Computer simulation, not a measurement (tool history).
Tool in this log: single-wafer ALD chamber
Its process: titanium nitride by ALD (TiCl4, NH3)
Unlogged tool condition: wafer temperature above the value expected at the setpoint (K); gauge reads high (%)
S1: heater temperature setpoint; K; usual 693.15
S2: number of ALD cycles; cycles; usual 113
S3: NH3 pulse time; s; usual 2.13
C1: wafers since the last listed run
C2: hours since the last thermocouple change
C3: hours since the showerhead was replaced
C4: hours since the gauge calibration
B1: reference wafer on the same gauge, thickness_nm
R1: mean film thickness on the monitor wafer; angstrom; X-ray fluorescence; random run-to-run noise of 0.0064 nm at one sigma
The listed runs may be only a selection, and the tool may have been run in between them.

run,hour,S1,S2,S3,C1,C2,C3,C4,B1,R1
1,0,693.15,113,2.13,0,668.4,3274.8,11.9,3.07,25.64
2,95.7,693.15,113,2.13,195,764.1,3370.5,107.6,3.071,25.64
3,161.2,699.15,113,2.13,133,829.6,3436,173.1,3.069,25.62
4,223.2,699.15,113,2.13,126,891.6,3498,235.1,3.071,25.67
5,324.8,699.15,113,2.13,207,993.2,3599.6,336.7,3.071,25.79
6,425.1,693.15,113,2.13,204,1093.5,3699.9,437,3.068,25.76
7,518.2,693.15,113,2.13,190,1186.6,3793,530.1,3.068,25.69
8,560.7,693.15,113,2.13,86,1229.1,3835.5,572.6,3.069,25.72
9,628.1,693.15,113,2.13,137,1296.5,3902.9,640,3.067,25.7
# hour 654.1: showerhead replaced
# hour 718.2: gauge calibrated
10,726.3,683.15,102,2.13,184,1394.7,72.2,8.1,3.072,23.08
11,785.9,702.15,106,2.84,121,1454.3,131.8,67.7,3.068,24.31
12,828.5,693.15,113,2.13,87,1496.9,174.4,110.3,3.069,25.66
13,924.8,693.15,113,2.13,196,1593.2,270.7,206.6,3.072,25.8
# hour 935.6: thermocouple changed; heater temperature recalibrated
14,1013,707.15,93,2.74,163,77.4,358.9,294.8,3.07,21.24
15,1050.1,693.15,130,2.13,75,114.5,396,331.9,3.069,29.65
16,1107,706.15,128,2.13,116,171.4,452.9,388.8,3.075,29.17
17,1377.2,705.15,113,2.13,551,441.6,723.1,659,3.07,25.7

3 ways to go on from here, each from the tool as it stands after run 17. What would each give?
A,1377.9,693.15,113,2.13,1,442.3,723.8,659.7,?,?
B,1377.9,697.15,107,2.13,1,442.3,723.8,659.7,?,?
C,1377.9,693.15,113,2.51,1,442.3,723.8,659.7,?,?

run,B1,R1
A,3.07,25.58
B,3.07,24.25
C,3.07,25.69
Stripped of hidden state, with their random variation kept, the same runs would have yielded:
run,R1
A,25.58
B,24.25
C,25.69

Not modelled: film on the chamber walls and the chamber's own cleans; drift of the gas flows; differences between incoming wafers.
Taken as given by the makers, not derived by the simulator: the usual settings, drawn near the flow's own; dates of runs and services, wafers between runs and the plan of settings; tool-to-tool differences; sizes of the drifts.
